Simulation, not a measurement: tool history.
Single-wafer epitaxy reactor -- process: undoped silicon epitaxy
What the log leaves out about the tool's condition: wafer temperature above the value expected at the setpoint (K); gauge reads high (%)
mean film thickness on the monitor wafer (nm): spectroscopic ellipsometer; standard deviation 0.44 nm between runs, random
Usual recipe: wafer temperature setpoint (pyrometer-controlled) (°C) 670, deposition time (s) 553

run   hour  wafer temperature setpoint (pyrometer-controlled) (°C)  deposition time (s)  wafers since the last listed run  hours since the last pyrometer calibration  hours since the gauge calibration  read-back reference wafer on the same gauge, thickness_nm  mean film thickness on the monitor wafer (nm)
  1    0.0                                                     670                  588                                 0                                      1595.8                               66.4                                                    163.955                                        151.042
  2    9.6                                                     665                  553                                30                                      1605.4                               76.0                                                    164.083                                        126.202
  3   23.0                                                     670                  476                                42                                      1618.8                               89.4                                                    164.005                                        122.305
  4   39.5                                                     670                  476                                52                                      1635.3                              105.9                                                    163.972                                        122.059
  5   46.0                                                     670                  553                                20                                      1641.8                              112.4                                                    163.860                                        141.608
  6   53.1                                                     670                  553                                22                                      1648.9                              119.5                                                    163.965                                        142.029
  7   68.2                                                     670                  553                                48                                      1664.0                              134.6                                                    163.899                                        142.175
  8   77.8                                                     663                  553                                30                                      1673.6                              144.2                                                    163.982                                        120.044
  9   84.5                                                     670                  553                                21                                      1680.3                              150.9                                                    163.976                                        142.488
 10   96.9                                                     670                  553                                39                                      1692.7                              163.3                                                    163.888                                        142.719
 11  106.4                                                     670                  553                                30                                      1702.2                              172.8                                                    163.977                                        141.857
 12  114.7                                                     670                  553                                26                                      1710.5                              181.1                                                    163.943                                        141.998
 13  131.0                                                     670                  504                                52                                      1726.8                              197.4                                                    163.982                                        130.435
 14  143.5                                                     670                  504                                39                                      1739.3                              209.9                                                    163.998                                        129.905
 15  157.5                                                     660                  470                                44                                      1753.3                              223.9                                                    163.875                                         95.155
     172.9  -- pyrometer calibrated
 16  173.4                                                     682                  615                                25                                         0.5                              239.8                                                    163.900                                        209.523
 17  181.2                                                     680                  500                                24                                         8.3                              247.6                                                    164.001                                        162.725
 18  198.0                                                     670                  615                                53                                        25.1                              264.4                                                    164.007                                        158.244
 19  207.2                                                     656                  553                                29                                        34.3                              273.6                                                    164.130                                        101.536
 20  221.2                                                     670                  553                                44                                        48.3                              287.6                                                    163.849                                        142.304
 21  229.2                                                     680                  654                                25                                        56.3                              295.6                                                    163.963                                        212.772
     239.7  -- gauge calibrated
 22  246.8                                                     670                  615                                56                                        73.9                                7.1                                                    164.015                                        159.222
 23  295.0                                                     670                  553                               153                                       122.1                               55.3                                                    163.780                                        142.762
 24  337.5                                                     675                  601                               135                                       164.6                               97.8                                                    163.977                                        174.087
 25  353.6                                                     681                  553                                51                                       180.7                              113.9                                                    164.063                                        183.157
 26  360.2                                                     665                  460                                21                                       187.3                              120.5                                                    163.978                                        104.876
 27  372.1                                                     670                  514                                38                                       199.2                              132.4                                                    164.051                                        131.339
 28  388.7                                                     676                  553                                53                                       215.8                              149.0                                                    163.949                                        163.394

Consider 4 possible next runs. They are alternatives, not a sequence: every one starts from the tool as it was left by run 28. What does each give?
  A  389.3                                                     670                  553                                 1                                       216.4                              149.6                                                          ?                                              ?
  B  389.3                                                     670                  617                                 1                                       216.4                              149.6                                                          ?                                              ?
  C  389.3                                                     675                  608                                 1                                       216.4                              149.6                                                          ?                                              ?
  D  389.3                                                     657                  553                                 1                                       216.4                              149.6                                                          ?                                              ?

run  read-back reference wafer on the same gauge, thickness_nm  mean film thickness on the monitor wafer (nm)
  A                                                    164.046                                        142.395
  B                                                    164.046                                        158.875
  C                                                    164.046                                        176.212
  D                                                    164.046                                        103.992
Take away the tool's hidden state, keep each run's random variation, and the runs would have read:
run  mean film thickness on the monitor wafer (nm)
  A                                        142.395
  B                                        158.875
  C                                        176.212
  D                                        103.992

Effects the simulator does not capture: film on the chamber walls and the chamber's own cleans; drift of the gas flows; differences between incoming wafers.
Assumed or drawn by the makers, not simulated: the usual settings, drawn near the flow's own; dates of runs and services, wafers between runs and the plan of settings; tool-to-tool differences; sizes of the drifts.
